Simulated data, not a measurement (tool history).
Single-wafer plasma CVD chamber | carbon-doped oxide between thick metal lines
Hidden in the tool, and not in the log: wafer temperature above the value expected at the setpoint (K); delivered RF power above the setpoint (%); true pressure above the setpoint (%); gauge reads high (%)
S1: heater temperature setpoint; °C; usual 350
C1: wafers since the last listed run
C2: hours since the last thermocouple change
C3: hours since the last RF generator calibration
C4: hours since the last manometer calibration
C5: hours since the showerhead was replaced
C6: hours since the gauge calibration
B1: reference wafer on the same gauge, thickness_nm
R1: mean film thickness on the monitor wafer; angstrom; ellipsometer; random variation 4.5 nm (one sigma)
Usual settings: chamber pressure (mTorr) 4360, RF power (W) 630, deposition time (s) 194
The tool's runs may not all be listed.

{"run": 1, "hour": 0.0, "S1": 350, "chamber pressure (mTorr)": 4360, "RF power (W)": 630, "deposition time (s)": 175, "C1": 0, "C2": 1744.7, "C3": 1460.9, "C4": 2610.0, "C5": 3189.4, "C6": 351.9, "B1": 909.907, "R1": 10138.39}
{"run": 2, "hour": 15.5, "S1": 350, "chamber pressure (mTorr)": 4360, "RF power (W)": 630, "deposition time (s)": 194, "C1": 100, "C2": 1760.2, "C3": 1476.4, "C4": 2625.5, "C5": 3204.9, "C6": 367.4, "B1": 909.346, "R1": 11334.97}
{"run": 3, "hour": 47.9, "S1": 350, "chamber pressure (mTorr)": 4360, "RF power (W)": 630, "deposition time (s)": 194, "C1": 210, "C2": 1792.6, "C3": 1508.8, "C4": 2657.9, "C5": 3237.3, "C6": 399.8, "B1": 910.16, "R1": 11273.55}
{"run": 4, "hour": 82.6, "S1": 350, "chamber pressure (mTorr)": 4360, "RF power (W)": 630, "deposition time (s)": 194, "C1": 224, "C2": 1827.3, "C3": 1543.5, "C4": 2692.6, "C5": 3272.0, "C6": 434.5, "B1": 909.382, "R1": 11246.78}
{"run": 5, "hour": 113.2, "S1": 350, "chamber pressure (mTorr)": 4360, "RF power (W)": 630, "deposition time (s)": 194, "C1": 198, "C2": 1857.9, "C3": 1574.1, "C4": 2723.2, "C5": 3302.6, "C6": 465.1, "B1": 909.271, "R1": 11166.6}
{"run": 6, "hour": 136.2, "S1": 350, "chamber pressure (mTorr)": 4360, "RF power (W)": 630, "deposition time (s)": 194, "C1": 149, "C2": 1880.9, "C3": 1597.1, "C4": 2746.2, "C5": 3325.6, "C6": 488.1, "B1": 909.129, "R1": 11281.44}
{"run": 7, "hour": 155.6, "S1": 350, "chamber pressure (mTorr)": 4360, "RF power (W)": 630, "deposition time (s)": 194, "C1": 125, "C2": 1900.3, "C3": 1616.5, "C4": 2765.6, "C5": 3345.0, "C6": 507.5, "B1": 908.465, "R1": 11224.83}
{"run": 8, "hour": 168.2, "S1": 350, "chamber pressure (mTorr)": 3650, "RF power (W)": 630, "deposition time (s)": 194, "C1": 81, "C2": 1912.9, "C3": 1629.1, "C4": 2778.2, "C5": 3357.6, "C6": 520.1, "B1": 910.069, "R1": 10946.26}
{"run": 9, "hour": 189.7, "S1": 350, "chamber pressure (mTorr)": 4070, "RF power (W)": 630, "deposition time (s)": 169, "C1": 139, "C2": 1934.4, "C3": 1650.6, "C4": 2799.7, "C5": 3379.1, "C6": 541.6, "B1": 910.403, "R1": 9724.23}
{"hour": 204.8, "done": "capacitance manometer re-zeroed and calibrated"}
{"run": 10, "hour": 223.2, "S1": 350, "chamber pressure (mTorr)": 4950, "RF power (W)": 630, "deposition time (s)": 206, "C1": 165, "C2": 1967.9, "C3": 1684.1, "C4": 18.4, "C5": 3412.6, "C6": 575.1, "B1": 910.512, "R1": 12247.58}
{"run": 11, "hour": 254.2, "S1": 355, "chamber pressure (mTorr)": 3890, "RF power (W)": 595, "deposition time (s)": 194, "C1": 200, "C2": 1998.9, "C3": 1715.1, "C4": 49.4, "C5": 3443.6, "C6": 606.1, "B1": 909.844, "R1": 10346.48}
{"run": 12, "hour": 285.0, "S1": 350, "chamber pressure (mTorr)": 4950, "RF power (W)": 630, "deposition time (s)": 206, "C1": 199, "C2": 2029.7, "C3": 1745.9, "C4": 80.2, "C5": 3474.4, "C6": 636.9, "B1": 908.659, "R1": 12198.0}
{"run": 13, "hour": 301.7, "S1": 350, "chamber pressure (mTorr)": 4360, "RF power (W)": 630, "deposition time (s)": 194, "C1": 108, "C2": 2046.4, "C3": 1762.6, "C4": 96.9, "C5": 3491.1, "C6": 653.6, "B1": 908.746, "R1": 11292.66}
{"hour": 311.1, "done": "RF generator calibrated"}
{"run": 14, "hour": 333.3, "S1": 340, "chamber pressure (mTorr)": 3650, "RF power (W)": 630, "deposition time (s)": 194, "C1": 153, "C2": 2078.0, "C3": 22.2, "C4": 128.5, "C5": 3522.7, "C6": 685.2, "B1": 909.893, "R1": 11196.99}
{"run": 15, "hour": 350.9, "S1": 350, "chamber pressure (mTorr)": 3900, "RF power (W)": 565, "deposition time (s)": 194, "C1": 114, "C2": 2095.6, "C3": 39.8, "C4": 146.1, "C5": 3540.3, "C6": 702.8, "B1": 911.608, "R1": 9931.94}
{"run": 16, "hour": 371.0, "S1": 338, "chamber pressure (mTorr)": 5220, "RF power (W)": 630, "deposition time (s)": 156, "C1": 130, "C2": 2115.7, "C3": 59.9, "C4": 166.2, "C5": 3560.4, "C6": 722.9, "B1": 911.597, "R1": 9724.09}
{"run": 17, "hour": 413.4, "S1": 350, "chamber pressure (mTorr)": 4360, "RF power (W)": 630, "deposition time (s)": 194, "C1": 274, "C2": 2158.1, "C3": 102.3, "C4": 208.6, "C5": 3602.8, "C6": 765.3, "B1": 909.723, "R1": 11321.65}
{"hour": 433.6, "done": "thermocouple changed; heater temperature recalibrated"}
{"run": 18, "hour": 437.5, "S1": 350, "chamber pressure (mTorr)": 3840, "RF power (W)": 670, "deposition time (s)": 194, "C1": 104, "C2": 3.9, "C3": 126.4, "C4": 232.7, "C5": 3626.9, "C6": 789.4, "B1": 911.661, "R1": 11647.83}
{"hour": 477.2, "done": "gauge calibrated"}
{"hour": 485.8, "done": "showerhead replaced"}
{"run": 19, "hour": 487.7, "S1": 345, "chamber pressure (mTorr)": 5380, "RF power (W)": 630, "deposition time (s)": 164, "C1": 273, "C2": 54.1, "C3": 176.6, "C4": 282.9, "C5": 1.9, "C6": 10.5, "B1": 909.467, "R1": 9994.57}
{"run": 20, "hour": 506.1, "S1": 350, "chamber pressure (mTorr)": 3890, "RF power (W)": 630, "deposition time (s)": 172, "C1": 119, "C2": 72.5, "C3": 195.0, "C4": 301.3, "C5": 20.3, "C6": 28.9, "B1": 909.306, "R1": 9792.74}
{"run": 21, "hour": 518.9, "S1": 350, "chamber pressure (mTorr)": 4360, "RF power (W)": 550, "deposition time (s)": 194, "C1": 82, "C2": 85.3, "C3": 207.8, "C4": 314.1, "C5": 33.1, "C6": 41.7, "B1": 908.057, "R1": 9832.03}
{"run": 22, "hour": 552.6, "S1": 340, "chamber pressure (mTorr)": 4360, "RF power (W)": 630, "deposition time (s)": 166, "C1": 218, "C2": 119.0, "C3": 241.5, "C4": 347.8, "C5": 66.8, "C6": 75.4, "B1": 909.752, "R1": 9825.51}
{"run": 23, "hour": 586.8, "S1": 360, "chamber pressure (mTorr)": 4990, "RF power (W)": 735, "deposition time (s)": 173, "C1": 221, "C2": 153.2, "C3": 275.7, "C4": 382.0, "C5": 101.0, "C6": 109.6, "B1": 910.749, "R1": 11511.69}
{"run": 24, "hour": 690.7, "S1": 350, "chamber pressure (mTorr)": 4360, "RF power (W)": 515, "deposition time (s)": 232, "C1": 673, "C2": 257.1, "C3": 379.6, "C4": 485.9, "C5": 204.9, "C6": 213.5, "B1": 909.472, "R1": 10930.86}
{"run": 25, "hour": 722.2, "S1": 345, "chamber pressure (mTorr)": 4360, "RF power (W)": 630, "deposition time (s)": 194, "C1": 204, "C2": 288.6, "C3": 411.1, "C4": 517.4, "C5": 236.4, "C6": 245.0, "B1": 909.072, "R1": 11465.47}
{"run": 26, "hour": 752.8, "S1": 354, "chamber pressure (mTorr)": 4760, "RF power (W)": 570, "deposition time (s)": 194, "C1": 198, "C2": 319.2, "C3": 441.7, "C4": 548.0, "C5": 267.0, "C6": 275.6, "B1": 908.791, "R1": 10285.36}
{"run": 27, "hour": 781.0, "S1": 350, "chamber pressure (mTorr)": 3530, "RF power (W)": 750, "deposition time (s)": 214, "C1": 182, "C2": 347.4, "C3": 469.9, "C4": 576.2, "C5": 295.2, "C6": 303.8, "B1": 911.023, "R1": 13931.03}
{"run": 28, "hour": 807.6, "S1": 342, "chamber pressure (mTorr)": 3480, "RF power (W)": 680, "deposition time (s)": 174, "C1": 172, "C2": 374.0, "C3": 496.5, "C4": 602.8, "C5": 321.8, "C6": 330.4, "B1": 908.792, "R1": 10615.01}
{"run": 29, "hour": 838.9, "S1": 360, "chamber pressure (mTorr)": 4000, "RF power (W)": 670, "deposition time (s)": 174, "C1": 202, "C2": 405.3, "C3": 527.8, "C4": 634.1, "C5": 353.1, "C6": 361.7, "B1": 909.811, "R1": 10379.47}

Forecast each of these 3 alternatives for the next run:
{"run": "A", "hour": 839.4, "S1": 350, "chamber pressure (mTorr)": 4360, "RF power (W)": 630, "deposition time (s)": 194, "C1": 3, "C2": 405.8, "C3": 528.3, "C4": 634.6, "C5": 353.6, "C6": 362.2, "B1": "?", "R1": "?"}
{"run": "B", "hour": 839.4, "S1": 337, "chamber pressure (mTorr)": 4000, "RF power (W)": 510, "deposition time (s)": 181, "C1": 3, "C2": 405.8, "C3": 528.3, "C4": 634.6, "C5": 353.6, "C6": 362.2, "B1": "?", "R1": "?"}
{"run": "C", "hour": 839.4, "S1": 350, "chamber pressure (mTorr)": 4360, "RF power (W)": 630, "deposition time (s)": 165, "C1": 3, "C2": 405.8, "C3": 528.3, "C4": 634.6, "C5": 353.6, "C6": 362.2, "B1": "?", "R1": "?"}

run=A B1=910.104 R1=11318.54
run=B B1=910.104 R1=8638.19
run=C B1=910.104 R1=9631.30
Without the tool's hidden state the same runs would have given:
run=A R1=11318.54
run=B R1=8638.19
run=C R1=9631.30
